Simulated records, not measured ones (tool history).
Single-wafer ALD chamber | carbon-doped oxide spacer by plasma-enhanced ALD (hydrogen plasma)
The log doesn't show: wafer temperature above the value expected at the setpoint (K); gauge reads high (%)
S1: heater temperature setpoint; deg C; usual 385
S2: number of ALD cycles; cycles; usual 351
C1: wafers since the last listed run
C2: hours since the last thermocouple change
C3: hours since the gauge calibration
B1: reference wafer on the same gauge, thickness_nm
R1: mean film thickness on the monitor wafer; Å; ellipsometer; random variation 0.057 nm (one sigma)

run	hour	S1	S2	C1	C2	C3	B1	R1
1	0.0	385	351	0	292.1	538.2	18.240	185.96
2	102.8	385	351	83	394.9	641.0	18.199	185.99
3	198.3	394	351	77	490.4	736.5	18.188	186.10
4	259.0	394	351	49	551.1	797.2	18.159	184.74
5	323.3	394	351	51	615.4	861.5	18.147	184.57
6	365.8	385	351	34	657.9	904.0	18.122	185.61
7	466.2	385	351	81	758.3	1004.4	18.106	184.86
8	531.7	385	351	52	823.8	1069.9	18.094	185.14
# hour 550.7: thermocouple changed; heater temperature recalibrated
9	655.5	385	351	93	104.8	1193.7	18.062	184.89
10	740.6	385	351	68	189.9	1278.8	18.073	184.76
11	813.6	385	351	58	262.9	1351.8	18.045	184.74
12	910.6	385	351	78	359.9	1448.8	18.049	185.23
13	960.0	379	400	39	409.3	1498.2	18.034	208.24
14	1051.5	379	400	73	500.8	1589.7	18.023	209.43
15	1128.9	396	351	62	578.2	1667.1	18.027	184.09
16	1220.4	396	351	73	669.7	1758.6	18.012	184.13
17	1429.4	396	351	168	878.7	1967.6	18.013	183.84
# hour 1469.2: thermocouple changed; heater temperature recalibrated
18	1473.1	390	336	28	3.9	2011.3	17.996	175.83
19	1531.3	390	336	47	62.1	2069.5	18.007	177.14
20	1624.0	385	351	74	154.8	2162.2	17.990	184.87
21	1694.2	391	418	56	225.0	2232.4	17.982	216.99
22	1789.0	389	398	76	319.8	2327.2	18.000	207.30
23	1825.6	385	351	29	356.4	2363.8	17.979	183.23
24	1899.6	396	416	59	430.4	2437.8	18.010	218.72
# hour 2131.3: gauge calibrated
25	2173.7	385	351	221	704.5	42.4	18.348	188.56
26	2225.5	385	351	41	756.3	94.2	18.329	186.00
27	2285.3	391	319	48	816.1	154.0	18.282	169.19
28	2380.9	392	319	77	911.7	249.6	18.240	169.89
29	2465.9	385	382	68	996.7	334.6	18.195	201.97
# hour 2502.4: thermocouple changed; heater temperature recalibrated
30	2562.5	385	324	71	60.1	431.2	18.167	170.15
31	2599.7	385	282	30	97.3	468.4	18.162	148.75
32	2647.0	385	394	38	144.6	515.7	18.117	207.72
33	2692.8	385	351	36	190.4	561.5	18.117	185.08
34	2784.4	377	383	73	282.0	653.1	18.100	200.77
35	2835.6	385	332	41	333.2	704.3	18.103	174.78
36	2907.6	385	351	58	405.2	776.3	18.078	184.55
37	3008.7	392	378	81	506.3	877.4	18.052	198.13
38	3111.8	385	351	83	609.4	980.5	18.024	184.19
39	3158.1	376	299	37	655.7	1026.8	18.024	156.24
40	3213.6	390	351	44	711.2	1082.3	18.018	183.70
# hour 3305.6: thermocouple changed; heater temperature recalibrated
41	3312.4	390	331	73	6.8	1181.1	18.017	174.30

What the log doesn't show, run by run:
wafer temperature above the value expected at the setpoint (K): 0 in every run
H1: gauge reads high (%)
run	H1
1	-0.989
2	-1.16
3	-1.29
4	-1.37
5	-1.45
6	-1.5
7	-1.6
8	-1.66
9	-1.76
10	-1.82
11	-1.86
12	-1.92
13	-1.95
14	-1.99
15	-2.02
16	-2.06
17	-2.13
18	-2.14
19	-2.15
20	-2.17
21	-2.19
22	-2.21
23	-2.21
24	-2.22
25	-0.233
26	-0.397
27	-0.573
28	-0.828
29	-1.03
30	-1.23
31	-1.31
32	-1.39
33	-1.47
34	-1.62
35	-1.69
36	-1.79
37	-1.91
38	-2.02
39	-2.06
40	-2.11
41	-2.19

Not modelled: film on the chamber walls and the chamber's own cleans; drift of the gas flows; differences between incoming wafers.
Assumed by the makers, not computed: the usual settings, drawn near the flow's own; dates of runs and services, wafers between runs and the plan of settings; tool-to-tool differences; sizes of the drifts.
